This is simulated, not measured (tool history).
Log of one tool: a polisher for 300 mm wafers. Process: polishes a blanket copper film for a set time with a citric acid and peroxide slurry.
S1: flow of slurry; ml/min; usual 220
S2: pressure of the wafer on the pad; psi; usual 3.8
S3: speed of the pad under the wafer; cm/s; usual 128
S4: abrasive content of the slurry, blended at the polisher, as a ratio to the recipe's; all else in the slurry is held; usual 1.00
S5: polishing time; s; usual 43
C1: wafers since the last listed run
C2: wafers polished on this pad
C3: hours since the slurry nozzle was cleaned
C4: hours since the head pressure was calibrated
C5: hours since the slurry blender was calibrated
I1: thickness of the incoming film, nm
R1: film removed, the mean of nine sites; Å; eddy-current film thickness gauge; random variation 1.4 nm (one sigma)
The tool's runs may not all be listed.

run   hour   S1   S2   S3    S4  S5   C1   C2     C3     C4     C5     I1    R1
  1    0.0  235  3.1  128  1.00  43    0  218  625.5  156.1   20.1  532.7  1231
  2   13.6  235  3.1  128  1.00  43  222  441  639.1  169.7   33.7  531.5  1194
  3   19.7  235  3.1  128  1.00  43   99  541  645.2  175.8   39.8  528.6  1202
      33.0  -- worn pad replaced by a new one
  4   33.5  220  3.8  128  1.00  43  160    7  659.0  189.6   53.6  524.3  1346
  5   38.3  220  3.8  128  1.00  43   78   86  663.8  194.4   58.4  523.7  1323
  6   44.8  220  3.8  128  1.00  43  106  192  670.3  200.9   64.9  530.8  1372
  7   56.1  220  3.8  128  1.00  43  185  377  681.6  212.2   76.2  530.8  1346
  8   71.8  270  3.8  128  1.00  43  257  635  697.3  227.9   91.9  534.7  1365
      83.4  -- worn pad replaced by a new one
  9   83.9  220  3.8  128  1.00  43  132    8  709.4  240.0  104.0  533.6  1297
 10   89.0  220  3.8  128  1.00  43   83   92  714.5  245.1  109.1  537.7  1332
 11  100.0  220  3.8  128  1.00  43  180  272  725.5  256.1  120.1  522.2  1327
     123.5  -- slurry nozzle cleaned
     130.6  -- worn pad replaced by a new one
 12  132.5  220  3.8  128  1.00  43  450   31    9.0  288.6  152.6  528.2  1320
 13  140.7  220  3.8  128  1.25  43  134  165   17.2  296.8  160.8  526.7  1406
 14  155.4  180  3.8   92  1.00  43  240  406   31.9  311.5  175.5  539.6   939
     160.2  -- slurry blender recalibrated
 15  162.1  240  3.8  148  1.00  43   77  483   38.6  318.2    1.9  532.1  1648
 16  172.6  200  3.8  128  0.90  43  172  655   49.1  328.7   12.4  541.0  1309
 17  182.7  180  3.8   92  1.00  43  165  821   59.2  338.8   22.5  533.9   962
     187.3  -- worn pad replaced by a new one, of another model than before
 18  194.3  220  3.8  128  1.00  43  124  114   70.8  350.4   34.1  523.6  1360
 19  205.5  220  3.8  112  0.90  32  183  298   82.0  361.6   45.3  524.0   904
     208.0  -- head pressure recalibrated
 20  215.0  220  3.8  128  1.00  43  122  421   91.5    7.0   54.8  530.1  1351
 21  229.1  220  3.8  128  0.75  33  231  652  105.6   21.1   68.9  529.7   949
     244.9  -- worn pad replaced by a new one
 22  245.4  155  3.8  128  1.10  43  201    7  121.9   37.4   85.2  535.5  1332
 23  251.1  220  3.8  146  1.00  32   93  101  127.6   43.1   90.9  524.8  1075
 24  258.1  285  4.4  128  1.00  43  114  216  134.6   50.1   97.9  533.4  1439
 25  264.6  255  4.6  128  1.10  48  106  322  141.1   56.6  104.4  536.7  1689

Forecast each of these 3 alternatives for the next run:
  A  265.0  220  2.8  128  1.00  43   6  329  141.5  57.0  104.8  519.1   ?
  B  265.0  175  3.8  128  1.30  37   6  329  141.5  57.0  104.8  519.1   ?
  C  265.0  165  3.8  146  0.80  43   6  329  141.5  57.0  104.8  519.1   ?

run    R1
  A  1150
  B  1208
  C  1341
Without the tool's hidden state the same runs would have given:
run    R1
  A  1221
  B  1286
  C  1420

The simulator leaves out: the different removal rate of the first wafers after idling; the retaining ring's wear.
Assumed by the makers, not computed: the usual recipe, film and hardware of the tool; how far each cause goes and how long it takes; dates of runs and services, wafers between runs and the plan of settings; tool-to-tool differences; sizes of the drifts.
